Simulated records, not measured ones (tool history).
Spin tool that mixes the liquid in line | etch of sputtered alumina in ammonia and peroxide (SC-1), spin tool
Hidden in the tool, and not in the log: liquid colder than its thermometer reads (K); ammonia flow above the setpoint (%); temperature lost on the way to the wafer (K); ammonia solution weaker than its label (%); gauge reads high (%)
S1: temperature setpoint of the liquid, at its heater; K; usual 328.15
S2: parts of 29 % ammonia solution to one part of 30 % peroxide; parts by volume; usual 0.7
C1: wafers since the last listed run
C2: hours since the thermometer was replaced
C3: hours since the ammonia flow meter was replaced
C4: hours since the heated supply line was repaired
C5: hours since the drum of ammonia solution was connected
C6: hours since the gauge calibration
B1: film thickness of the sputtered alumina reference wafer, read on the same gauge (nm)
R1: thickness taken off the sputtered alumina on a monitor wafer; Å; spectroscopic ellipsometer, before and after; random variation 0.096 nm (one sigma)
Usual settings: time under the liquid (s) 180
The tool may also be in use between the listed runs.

run 1 hour=0 | S1=328.15 S2=0.7 time_under_the_liquid_(s)=180 | C1=0 C2=206.8 C3=238.1 C4=1079.2 C5=159.3 C6=351.2 | B1=120 | R1=96.5
run 2 hour=95.9 | S1=328.15 S2=0.7 time_under_the_liquid_(s)=180 | C1=585 C2=302.7 C3=334 C4=1175.1 C5=255.2 C6=447.1 | B1=120 | R1=94.9
run 3 hour=147 | S1=328.15 S2=0.7 time_under_the_liquid_(s)=180 | C1=312 C2=353.8 C3=385.1 C4=1226.2 C5=306.3 C6=498.2 | B1=120 | R1=94.4
run 4 hour=216 | S1=328.15 S2=0.7 time_under_the_liquid_(s)=180 | C1=421 C2=422.8 C3=454.1 C4=1295.2 C5=375.3 C6=567.2 | B1=120.01 | R1=95.3
run 5 hour=267.9 | S1=328.15 S2=0.7 time_under_the_liquid_(s)=180 | C1=316 C2=474.7 C3=506 C4=1347.1 C5=427.2 C6=619.1 | B1=120.01 | R1=94
run 6 hour=309.2 | S1=328.15 S2=0.7 time_under_the_liquid_(s)=180 | C1=252 C2=516 C3=547.3 C4=1388.4 C5=468.5 C6=660.4 | B1=120.01 | R1=94.6
run 7 hour=363 | S1=328.15 S2=0.55 time_under_the_liquid_(s)=180 | C1=328 C2=569.8 C3=601.1 C4=1442.2 C5=522.3 C6=714.2 | B1=119.98 | R1=93
-- hour=419.3 new drum of ammonia solution connected
run 8 hour=432.8 | S1=332.15 S2=0.7 time_under_the_liquid_(s)=110 | C1=420 C2=639.6 C3=670.9 C4=1512 C5=13.5 C6=784 | B1=119.99 | R1=71.9
run 9 hour=498.4 | S1=328.15 S2=0.7 time_under_the_liquid_(s)=180 | C1=400 C2=705.2 C3=736.5 C4=1577.6 C5=79.1 C6=849.6 | B1=120.01 | R1=93.7
run 10 hour=543 | S1=337.15 S2=0.9 time_under_the_liquid_(s)=115 | C1=272 C2=749.8 C3=781.1 C4=1622.2 C5=123.7 C6=894.2 | B1=119.97 | R1=97.5
run 11 hour=598.3 | S1=328.15 S2=0.9 time_under_the_liquid_(s)=180 | C1=337 C2=805.1 C3=836.4 C4=1677.5 C5=179 C6=949.5 | B1=120 | R1=96.3
run 12 hour=672.6 | S1=328.15 S2=0.7 time_under_the_liquid_(s)=115 | C1=453 C2=879.4 C3=910.7 C4=1751.8 C5=253.3 C6=1023.8 | B1=119.99 | R1=59.2
run 13 hour=723 | S1=337.15 S2=0.9 time_under_the_liquid_(s)=115 | C1=307 C2=929.8 C3=961.1 C4=1802.2 C5=303.7 C6=1074.2 | B1=120.01 | R1=97.3
-- hour=791.5 heated supply line repaired
run 14 hour=798 | S1=328.15 S2=0.6 time_under_the_liquid_(s)=140 | C1=451 C2=1004.8 C3=1036.1 C4=6.5 C5=378.7 C6=1149.2 | B1=120 | R1=76.9
run 15 hour=896.2 | S1=325.15 S2=0.85 time_under_the_liquid_(s)=120 | C1=599 C2=1103 C3=1134.3 C4=104.7 C5=476.9 C6=1247.4 | B1=119.98 | R1=57.5
run 16 hour=974 | S1=328.15 S2=0.7 time_under_the_liquid_(s)=115 | C1=475 C2=1180.8 C3=1212.1 C4=182.5 C5=554.7 C6=1325.2 | B1=120.01 | R1=63.2
run 17 hour=1055.1 | S1=321.15 S2=0.85 time_under_the_liquid_(s)=270 | C1=495 C2=1261.9 C3=1293.2 C4=263.6 C5=635.8 C6=1406.3 | B1=119.99 | R1=102.7
-- hour=1099.7 new drum of ammonia solution connected
run 18 hour=1124.9 | S1=328.15 S2=0.7 time_under_the_liquid_(s)=220 | C1=420 C2=1331.7 C3=1363 C4=333.4 C5=25.2 C6=1476.1 | B1=119.99 | R1=118.9
run 19 hour=1169.1 | S1=328.15 S2=0.7 time_under_the_liquid_(s)=180 | C1=269 C2=1375.9 C3=1407.2 C4=377.6 C5=69.4 C6=1520.3 | B1=119.99 | R1=97.4
run 20 hour=1261 | S1=328.15 S2=0.7 time_under_the_liquid_(s)=180 | C1=561 C2=1467.8 C3=1499.1 C4=469.5 C5=161.3 C6=1612.2 | B1=120 | R1=97.6
run 21 hour=1359 | S1=331.65 S2=0.45 time_under_the_liquid_(s)=180 | C1=598 C2=1565.8 C3=1597.1 C4=567.5 C5=259.3 C6=1710.2 | B1=120 | R1=112.9
-- hour=1475 gauge calibrated
-- hour=1583.8 ammonia flow meter replaced
run 22 hour=1642.2 | S1=321.15 S2=0.4 time_under_the_liquid_(s)=180 | C1=1723 C2=1849 C3=58.4 C4=850.7 C5=542.5 C6=167.2 | B1=119.99 | R1=62.8
-- hour=1682.2 new drum of ammonia solution connected
run 23 hour=1745.9 | S1=324.65 S2=0.45 time_under_the_liquid_(s)=130 | C1=627 C2=1952.7 C3=162.1 C4=954.4 C5=63.7 C6=270.9 | B1=120 | R1=55.4
run 24 hour=1833.9 | S1=328.15 S2=0.7 time_under_the_liquid_(s)=135 | C1=537 C2=2040.7 C3=250.1 C4=1042.4 C5=151.7 C6=358.9 | B1=119.99 | R1=72.8
run 25 hour=1875.1 | S1=328.15 S2=0.7 time_under_the_liquid_(s)=180 | C1=251 C2=2081.9 C3=291.3 C4=1083.6 C5=192.9 C6=400.1 | B1=120 | R1=94.9

Some steps in R1 between neighbouring runs. How much of each would the tool show without its hidden state too (settings, what came in, random variation), and how much is left for the hidden state, with any gauge scatter that isn't in both results?
Run 12 -> 13: S1 328.15 -> 337.15, S2 0.7 -> 0.9. R1 +38.1 Å: hidden state -2.9, all else +41.
Run 13 -> 14: S1 337.15 -> 328.15, S2 0.9 -> 0.6, time under the liquid (s) 115 -> 140, heated supply line repaired. R1 -20.4 Å: hidden state +7.4, all else -27.8.
Run 16 -> 17: S1 328.15 -> 321.15, S2 0.7 -> 0.85, time under the liquid (s) 115 -> 270. R1 +39.5 Å: hidden state -1.1, all else +40.6.
Run 21 -> 22: S1 331.65 -> 321.15, S2 0.45 -> 0.4, gauge calibrated, ammonia flow meter replaced. R1 -50.1 Å: hidden state +0.5, all else -50.6.
